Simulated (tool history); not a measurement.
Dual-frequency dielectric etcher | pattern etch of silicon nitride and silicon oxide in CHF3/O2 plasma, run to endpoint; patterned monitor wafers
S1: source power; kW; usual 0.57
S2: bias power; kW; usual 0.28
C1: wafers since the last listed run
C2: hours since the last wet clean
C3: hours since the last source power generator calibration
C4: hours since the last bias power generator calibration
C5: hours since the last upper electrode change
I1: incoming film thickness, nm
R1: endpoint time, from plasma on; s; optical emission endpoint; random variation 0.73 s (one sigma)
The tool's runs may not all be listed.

Run 1, hour 0: usual settings but S2 0.266 kW; C1 0; C2 355.1; C3 1504.4; C4 1586.8; C5 3406.8; I1 235.4. Result: R1 145.2 s.
Run 2, hour 107.8: usual settings but S2 0.266 kW; C1 842; C2 462.9; C3 1612.2; C4 1694.6; C5 3514.6; I1 238.6. Result: R1 149.8 s.
At hour 192.2: wet clean of the chamber.
Run 3, hour 192.7: usual settings but S1 0.68 kW, S2 0.262 kW; C1 475; C2 0.5; C3 1697.1; C4 1779.5; C5 3599.5; I1 236. Result: R1 126.9 s.
Run 4, hour 264.9: usual settings but S2 0.33 kW; C1 564; C2 72.7; C3 1769.3; C4 1851.7; C5 3671.7; I1 238.1. Result: R1 129.7 s.
Run 5, hour 305: usual settings but S2 0.33 kW; C1 313; C2 112.8; C3 1809.4; C4 1891.8; C5 3711.8; I1 236.7. Result: R1 128.9 s.
Run 6, hour 391.3: usual settings; C1 674; C2 199.1; C3 1895.7; C4 1978.1; C5 3798.1; I1 235.1. Result: R1 137.3 s.
Run 7, hour 442: usual settings; C1 396; C2 249.8; C3 1946.4; C4 2028.8; C5 3848.8; I1 237.4. Result: R1 139.6 s.
Run 8, hour 532.7: usual settings but S1 0.62 kW; C1 708; C2 340.5; C3 2037.1; C4 2119.5; C5 3939.5; I1 236.9. Result: R1 136.7 s.
Run 9, hour 672.6: usual settings but S1 0.62 kW; C1 1093; C2 480.4; C3 2177; C4 2259.4; C5 4079.4; I1 236.4. Result: R1 137.6 s.
At hour 729.8: wet clean of the chamber.
At hour 766.2: upper electrode replaced.
Run 10, hour 775.8: usual settings but S1 0.65 kW; C1 431; C2 46; C3 2280.2; C4 2362.6; C5 9.6; I1 235.2. Result: R1 128.3 s.
Run 11, hour 832.8: usual settings but S1 0.64 kW, S2 0.3 kW; C1 445; C2 103; C3 2337.2; C4 2419.6; C5 66.6; I1 235.6. Result: R1 128 s.
Run 12, hour 937.6: usual settings but S1 0.64 kW, S2 0.3 kW; C1 819; C2 207.8; C3 2442; C4 2524.4; C5 171.4; I1 237.4. Result: R1 128.9 s.
Run 13, hour 1003.2: usual settings; C1 512; C2 273.4; C3 2507.6; C4 2590; C5 237; I1 234.6. Result: R1 139.3 s.
Run 14, hour 1067.3: usual settings; C1 500; C2 337.5; C3 2571.7; C4 2654.1; C5 301.1; I1 236.8. Result: R1 141.6 s.
Run 15, hour 1129: usual settings; C1 482; C2 399.2; C3 2633.4; C4 2715.8; C5 362.8; I1 236.1. Result: R1 142 s.
Run 16, hour 1219.4: usual settings but S2 0.241 kW; C1 706; C2 489.6; C3 2723.8; C4 2806.2; C5 453.2; I1 239.1. Result: R1 152.6 s.
At hour 1256.1: wet clean of the chamber.
Run 17, hour 1280: usual settings but S1 0.52 kW, S2 0.24 kW; C1 286; C2 23.9; C3 2784.4; C4 2866.8; C5 513.8; I1 237.7. Result: R1 149.2 s.
Run 18, hour 1375.4: usual settings but S1 0.61 kW, S2 0.299 kW; C1 745; C2 119.3; C3 2879.8; C4 2962.2; C5 609.2; I1 236.4. Result: R1 133.3 s.
At hour 1439.6: source power generator calibrated.
At hour 1475.3: bias power generator calibrated.
Run 19, hour 1475.8: usual settings but S1 0.69 kW, S2 0.213 kW; C1 722; C2 219.7; C3 36.2; C4 0.5; C5 709.6; I1 237.5. Result: R1 141.1 s.
Run 20, hour 1557.6: usual settings but S1 0.62 kW; C1 639; C2 301.5; C3 118; C4 82.3; C5 791.4; I1 236. Result: R1 136 s.
Run 21, hour 1636.4: usual settings; C1 615; C2 380.3; C3 196.8; C4 161.1; C5 870.2; I1 236.3. Result: R1 143.6 s.
Run 22, hour 1699.8: usual settings but S1 0.62 kW, S2 0.226 kW; C1 495; C2 443.7; C3 260.2; C4 224.5; C5 933.6; I1 237.6. Result: R1 147.8 s.
At hour 1757.3: wet clean of the chamber.
Run 23, hour 1802.8: usual settings but S1 0.71 kW, S2 0.327 kW; C1 617; C2 45.5; C3 363.2; C4 327.5; C5 1036.6; I1 239.7. Result: R1 123 s.
Run 24, hour 1884.7: usual settings but S2 0.311 kW; C1 640; C2 127.4; C3 445.1; C4 409.4; C5 1118.5; I1 238.1. Result: R1 135 s.
Run 25, hour 1931.7: usual settings but S1 0.7 kW; C1 367; C2 174.4; C3 492.1; C4 456.4; C5 1165.5; I1 235.2. Result: R1 128.7 s.
Run 26, hour 1997.1: usual settings but S1 0.43 kW; C1 511; C2 239.8; C3 557.5; C4 521.8; C5 1230.9; I1 235.4. Result: R1 159.2 s.
Run 27, hour 2036: usual settings but S1 0.5 kW, S2 0.308 kW; C1 304; C2 278.7; C3 596.4; C4 560.7; C5 1269.8; I1 240.6. Result: R1 145.5 s.
Run 28, hour 2117.3: usual settings but S2 0.305 kW; C1 635; C2 360; C3 677.7; C4 642; C5 1351.1; I1 236.5. Result: R1 137.6 s.
Run 29, hour 2180: usual settings; C1 490; C2 422.7; C3 740.4; C4 704.7; C5 1413.8; I1 234.9. Result: R1 141.8 s.

The next listed run, before its measurement:
Run 30, hour 2249.3: usual settings but S1 0.46 kW, S2 0.262 kW; C1 541; C2 492; C3 809.7; C4 774; C5 1483.1; I1 237.1. Result: R1 ?.

Run 30 gave R1 162.5 s.
Without the tool's hidden state the same run would have given R1 153.4 s.
